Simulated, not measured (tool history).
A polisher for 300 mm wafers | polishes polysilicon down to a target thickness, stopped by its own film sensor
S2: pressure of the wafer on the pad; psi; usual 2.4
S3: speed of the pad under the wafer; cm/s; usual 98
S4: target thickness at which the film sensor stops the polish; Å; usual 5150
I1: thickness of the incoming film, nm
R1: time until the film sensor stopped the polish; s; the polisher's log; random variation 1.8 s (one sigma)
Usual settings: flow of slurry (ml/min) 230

Run 1, hour 0: usual settings but S4 6280 Å; I1 1201.6. Result: R1 79.5 s.
Run 2, hour 33.2: usual settings but S4 6280 Å; I1 1216.1. Result: R1 82.5 s.
Run 3, hour 59.8: usual settings but S4 6280 Å; I1 1203.6. Result: R1 79.9 s.
Run 4, hour 74.6: usual settings; I1 1224.2. Result: R1 104 s.
Run 5, hour 107.2: usual settings; I1 1204.9. Result: R1 96.9 s.
At hour 117.3: worn pad replaced by a new one.
Run 6, hour 137: usual settings; I1 1211.9. Result: R1 98.3 s.
Run 7, hour 150.7: usual settings; I1 1202.5. Result: R1 97.6 s.
Run 8, hour 167.8: usual settings; I1 1197.6. Result: R1 97.8 s.
Run 9, hour 199.4: usual settings; I1 1216.7. Result: R1 102.5 s.
Run 10, hour 215.4: usual settings but S2 2.1 psi; I1 1199.1. Result: R1 112.9 s.
Run 11, hour 239.3: usual settings but S4 3350 Å; I1 1217.6. Result: R1 130.2 s.
Run 12, hour 254.7: usual settings but S4 3350 Å; I1 1199.1. Result: R1 123.5 s.
Run 13, hour 282.4: usual settings but S4 3350 Å; I1 1191.9. Result: R1 130.2 s.
Run 14, hour 299.6: usual settings; I1 1211.9. Result: R1 101.2 s.
Run 15, hour 316.5: usual settings; I1 1194.9. Result: R1 102.3 s.
At hour 328.4: worn pad replaced by a new one.
At hour 343.6: slurry nozzle cleaned.
Run 16, hour 351.8: usual settings; I1 1207.6. Result: R1 99.6 s.
At hour 376.3: head pressure recalibrated.
Run 17, hour 384.8: usual settings but flow of slurry (ml/min) 285; I1 1192.1. Result: R1 90.5 s.
Run 18, hour 414.8: usual settings but flow of slurry (ml/min) 300, S3 76 cm/s; I1 1225.5. Result: R1 117.5 s.
Run 19, hour 441.9: usual settings but flow of slurry (ml/min) 285, S3 130 cm/s; I1 1188. Result: R1 69.6 s.
Run 20, hour 475.5: usual settings; I1 1198.3. Result: R1 90.8 s.
Run 21, hour 508.4: usual settings but S3 126 cm/s, S4 7530 Å; I1 1219.6. Result: R1 47.4 s.
Run 22, hour 528.3: usual settings but S4 2860 Å; I1 1199.3. Result: R1 121.9 s.
At hour 546.4: worn pad replaced by a new one.
Run 23, hour 551.7: usual settings but flow of slurry (ml/min) 290, S2 1.9 psi; I1 1214.5. Result: R1 107 s.
Run 24, hour 577: usual settings but flow of slurry (ml/min) 205; I1 1198.5. Result: R1 91.5 s.
Run 25, hour 610.1: usual settings; I1 1200.7. Result: R1 91.4 s.
Run 26, hour 634.2: usual settings but S4 6930 Å; I1 1217.2. Result: R1 68.8 s.
Run 27, hour 654.5: usual settings but flow of slurry (ml/min) 200, S2 3.1 psi, S3 122 cm/s, S4 6860 Å; I1 1201.7. Result: R1 45.1 s.
Run 28, hour 669.8: usual settings but flow of slurry (ml/min) 185, S2 1.7 psi, S3 72 cm/s, S4 6120 Å; I1 1232.8. Result: R1 151.2 s.
Run 29, hour 685: usual settings but S4 7490 Å; I1 1227.7. Result: R1 66.7 s.
Run 30, hour 702.1: usual settings but flow of slurry (ml/min) 265, S2 3.1 psi, S4 3380 Å; I1 1206.5. Result: R1 95.2 s.
At hour 734: worn pad replaced by a new one.
Run 31, hour 736.6: usual settings but S2 1.7 psi, S3 78 cm/s; I1 1207.6. Result: R1 154 s.
Run 32, hour 771.2: usual settings; I1 1218.1. Result: R1 97.1 s.
Run 33, hour 805.4: usual settings; I1 1208.5. Result: R1 92.5 s.
Run 34, hour 857.1: usual settings but flow of slurry (ml/min) 190; I1 1200.3. Result: R1 93.1 s.
Run 35, hour 891.4: usual settings but flow of slurry (ml/min) 285, S2 3.1 psi; I1 1225.4. Result: R1 78 s.
Run 36, hour 906.5: usual settings; I1 1225.1. Result: R1 97.4 s.
At hour 920.4: worn pad replaced by a new one.
Run 37, hour 940: usual settings but S2 3.1 psi, S4 4360 Å; I1 1203.9. Result: R1 84.6 s.

The tool's hidden state at each run:
removal rate lost through wear of the pad, %: 0 in every run
slurry flow missing at the pad, %: 0 in every run
H1: deviation of the head's pressure from its setpoint, %
run       H1
  1    -5.91
  2    -6.51
  3    -7.01
  4    -7.29
  5    -7.94
  6    -8.55
  7    -8.84
  8    -9.21
  9    -9.91
 10    -10.3
 11    -10.8
 12    -11.2
 13    -11.9
 14    -12.3
 15    -12.7
 16    -13.6
 17    0.344
 18    0.326
 19    0.291
 20    0.222
 21    0.126
 22   0.0555
 23  -0.0404
 24   -0.159
 25   -0.339
 26   -0.488
 27   -0.624
 28   -0.734
 29   -0.848
 30   -0.984
 31    -1.28
 32    -1.61
 33    -1.96
 34    -2.55
 35    -2.98
 36    -3.17
 37    -3.63

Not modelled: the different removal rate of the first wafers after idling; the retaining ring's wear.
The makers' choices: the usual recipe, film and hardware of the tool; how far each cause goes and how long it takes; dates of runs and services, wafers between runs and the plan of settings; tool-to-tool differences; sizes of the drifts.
